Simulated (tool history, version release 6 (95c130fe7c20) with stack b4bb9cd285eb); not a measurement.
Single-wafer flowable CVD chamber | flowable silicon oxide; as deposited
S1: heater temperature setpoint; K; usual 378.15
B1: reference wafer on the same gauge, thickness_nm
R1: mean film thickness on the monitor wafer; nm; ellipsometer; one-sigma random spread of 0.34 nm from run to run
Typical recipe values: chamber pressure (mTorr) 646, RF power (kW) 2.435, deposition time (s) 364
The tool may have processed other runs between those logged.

run 1 day=0.000 | S1=378.15 chamber_pressure_(mTorr)=646 RF_power_(kW)=2.435 deposition_time_(s)=364 | B1=113.612 | R1=136.706
run 2 day=2.142 | S1=378.15 chamber_pressure_(mTorr)=646 RF_power_(kW)=2.435 deposition_time_(s)=364 | B1=113.637 | R1=136.697
-- day=4.679 capacitance manometer re-zeroed and calibrated
run 3 day=5.025 | S1=378.15 chamber_pressure_(mTorr)=529 RF_power_(kW)=2.435 deposition_time_(s)=364 | B1=113.565 | R1=111.859
run 4 day=6.879 | S1=383.15 chamber_pressure_(mTorr)=495 RF_power_(kW)=2.435 deposition_time_(s)=364 | B1=113.541 | R1=89.256
run 5 day=8.388 | S1=391.15 chamber_pressure_(mTorr)=760 RF_power_(kW)=2.005 deposition_time_(s)=423 | B1=113.479 | R1=119.012
-- day=10.308 gauge calibrated
run 6 day=10.338 | S1=378.15 chamber_pressure_(mTorr)=646 RF_power_(kW)=2.435 deposition_time_(s)=364 | B1=117.562 | R1=141.812
run 7 day=12.129 | S1=365.15 chamber_pressure_(mTorr)=688 RF_power_(kW)=2.295 deposition_time_(s)=303 | B1=117.066 | R1=188.929
run 8 day=14.708 | S1=378.15 chamber_pressure_(mTorr)=545 RF_power_(kW)=2.435 deposition_time_(s)=408 | B1=116.725 | R1=132.621
-- day=16.150 thermocouple changed; heater temperature recalibrated
run 9 day=16.979 | S1=378.15 chamber_pressure_(mTorr)=646 RF_power_(kW)=2.435 deposition_time_(s)=364 | B1=116.357 | R1=140.394
run 10 day=18.900 | S1=378.15 chamber_pressure_(mTorr)=646 RF_power_(kW)=2.865 deposition_time_(s)=364 | B1=116.255 | R1=143.406
-- day=20.112 RF generator calibrated
run 11 day=20.133 | S1=387.15 chamber_pressure_(mTorr)=800 RF_power_(kW)=1.985 deposition_time_(s)=364 | B1=116.061 | R1=123.892
run 12 day=20.992 | S1=378.15 chamber_pressure_(mTorr)=528 RF_power_(kW)=2.560 deposition_time_(s)=364 | B1=115.945 | R1=115.118
run 13 day=22.754 | S1=378.15 chamber_pressure_(mTorr)=545 RF_power_(kW)=2.435 deposition_time_(s)=408 | B1=115.780 | R1=131.834
run 14 day=24.217 | S1=378.15 chamber_pressure_(mTorr)=646 RF_power_(kW)=2.435 deposition_time_(s)=364 | B1=115.662 | R1=139.069
run 15 day=26.308 | S1=378.15 chamber_pressure_(mTorr)=646 RF_power_(kW)=2.435 deposition_time_(s)=403 | B1=115.523 | R1=153.666
run 16 day=28.554 | S1=378.15 chamber_pressure_(mTorr)=646 RF_power_(kW)=2.435 deposition_time_(s)=364 | B1=115.312 | R1=138.621
run 17 day=30.346 | S1=378.15 chamber_pressure_(mTorr)=496 RF_power_(kW)=2.845 deposition_time_(s)=364 | B1=115.179 | R1=109.482
run 18 day=32.408 | S1=378.15 chamber_pressure_(mTorr)=488 RF_power_(kW)=2.005 deposition_time_(s)=364 | B1=115.120 | R1=99.693
run 19 day=33.871 | S1=383.15 chamber_pressure_(mTorr)=558 RF_power_(kW)=2.595 deposition_time_(s)=316 | B1=114.959 | R1=89.448
run 20 day=36.771 | S1=384.15 chamber_pressure_(mTorr)=572 RF_power_(kW)=2.435 deposition_time_(s)=427 | B1=114.859 | R1=118.732
run 21 day=39.412 | S1=378.15 chamber_pressure_(mTorr)=646 RF_power_(kW)=2.435 deposition_time_(s)=364 | B1=114.845 | R1=137.903
run 22 day=40.454 | S1=378.15 chamber_pressure_(mTorr)=718 RF_power_(kW)=2.435 deposition_time_(s)=329 | B1=114.706 | R1=139.068
run 23 day=41.621 | S1=387.15 chamber_pressure_(mTorr)=515 RF_power_(kW)=2.830 deposition_time_(s)=401 | B1=114.636 | R1=93.618
run 24 day=44.538 | S1=371.15 chamber_pressure_(mTorr)=646 RF_power_(kW)=2.435 deposition_time_(s)=364 | B1=114.565 | R1=172.949
run 25 day=46.317 | S1=378.15 chamber_pressure_(mTorr)=488 RF_power_(kW)=2.005 deposition_time_(s)=364 | B1=114.451 | R1=99.246
run 26 day=48.812 | S1=370.15 chamber_pressure_(mTorr)=646 RF_power_(kW)=2.435 deposition_time_(s)=364 | B1=114.485 | R1=178.266
run 27 day=51.633 | S1=378.15 chamber_pressure_(mTorr)=646 RF_power_(kW)=2.435 deposition_time_(s)=364 | B1=114.363 | R1=137.370
run 28 day=54.221 | S1=389.15 chamber_pressure_(mTorr)=646 RF_power_(kW)=2.230 deposition_time_(s)=364 | B1=114.335 | R1=95.749

Here are 4 independent what-if runs from the current tool condition. What would each one return?
run A day=54.242 | S1=378.15 chamber_pressure_(mTorr)=794 RF_power_(kW)=2.435 deposition_time_(s)=364 | B1=? | R1=?
run B day=54.242 | S1=371.15 chamber_pressure_(mTorr)=646 RF_power_(kW)=2.810 deposition_time_(s)=400 | B1=? | R1=?
run C day=54.242 | S1=374.15 chamber_pressure_(mTorr)=807 RF_power_(kW)=2.435 deposition_time_(s)=364 | B1=? | R1=?
run D day=54.242 | S1=378.15 chamber_pressure_(mTorr)=512 RF_power_(kW)=2.435 deposition_time_(s)=364 | B1=? | R1=?

run=A B1=114.248 R1=168.901
run=B B1=114.248 R1=193.178
run=C B1=114.248 R1=195.875
run=D B1=114.248 R1=108.656
Take away the tool's hidden state, keep each run's random variation, and the runs would have read:
run=A R1=172.894
run=B R1=197.744
run=C R1=200.505
run=D R1=111.225
